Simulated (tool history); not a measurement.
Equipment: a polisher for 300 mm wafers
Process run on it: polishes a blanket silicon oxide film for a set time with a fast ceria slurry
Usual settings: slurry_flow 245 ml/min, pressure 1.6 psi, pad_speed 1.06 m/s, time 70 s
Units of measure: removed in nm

run   hour  slurry_flow  pressure  pad_speed  time  incoming thickness of the incoming film, nm  removed
  1      0          245       1.6       1.06    70                                       3072.3    554.5
  2   28.4          245       1.6       1.06    70                                         3069    553.8
  3     55          245       1.6       1.06    70                                       3102.4    546.2
      77.6  -- worn pad replaced by a new one
      77.6  -- slurry nozzle cleaned
  4     87          245       1.6       1.06    70                                       3015.3    568.3
  5  137.1          245       1.6       1.06    70                                       3098.6    555.9
  6  168.3          245       1.6       1.06    70                                       3025.4    556.2
  7  200.5          245       1.6       1.06    70                                       3027.5    549.5
     218.5  -- worn pad replaced by a new one
  8  222.8          245       1.3       1.06    70                                       3062.9    491.7
  9  253.5          245       1.3       1.06    70                                       3096.4      481
 10  266.5          210       1.1       1.06    70                                         3067    415.9
 11  287.7          210       1.1       1.06    70                                       3112.5    423.6
     308.5  -- slurry nozzle cleaned
 12    309          245       1.6       1.06    70                                       3083.9    550.9
 13  329.3          245       1.6       1.06    70                                       3008.4    548.1
 14  351.7          245       1.6       1.06    70                                       3083.1    555.1
 15  376.7          245       1.6       1.06    70                                       3062.1    544.7
     397.7  -- worn pad replaced by a new one
 16  410.7          245       1.6       1.06    70                                       3092.7      569
 17  429.6          245         2       1.06    70                                       3105.1    668.6
 18  459.2          285       1.6       0.82    47                                       3083.8    300.6
 19  493.2          245       1.6       1.06    70                                       3119.9    557.2
       503  -- head pressure recalibrated
 20    521          245       1.6       1.06    86                                       3097.8      675
     536.3  -- worn pad replaced by a new one
     540.9  -- slurry nozzle cleaned
 21  542.1          245       1.6       1.06    70                                       3013.4    577.8
 22  555.3          180       1.6       1.06    79                                       3107.5    616.7
 23  577.1          245       1.6       1.06    70                                       3117.1    555.4
 24  610.6          285       1.6       1.06    70                                       3033.6    562.9
 25  627.8          245       1.6       1.06    70                                       3042.6    547.8
 26  663.3          245       1.9       1.06    70                                       3111.2    630.2
 27    689          310       1.2       0.88    59                                       3110.8    328.3
     696.7  -- worn pad replaced by a new one
 28    701          300       1.6       1.06    70                                       3062.5    581.2
 29  715.7          245       1.1       1.26    70                                       3097.5      511
 30  730.5          245       1.4       1.24    70                                       3048.5    592.6
 31    745          245       1.6       1.42    56                                       3033.9    590.3
 32  765.7          245       1.6       1.06    70                                       3070.1    563.5
     775.1  -- slurry nozzle cleaned
 33  792.5          165       1.6       0.84    52                                       3086.2    319.1

Forecast each of these 3 alternatives for the next run:
  A   793          245       1.6       1.06    70                                       3079.1        ?
  B   793          245       1.6       0.76    70                                       3079.1        ?
  C   793          245       1.8       1.06    87                                       3079.1        ?

run  removed
  A    554.9
  B    413.4
  C    753.9
Stripped of hidden state, with their random variation kept, the same runs would have yielded:
run  removed
  A    575.9
  B      429
  C    782.3
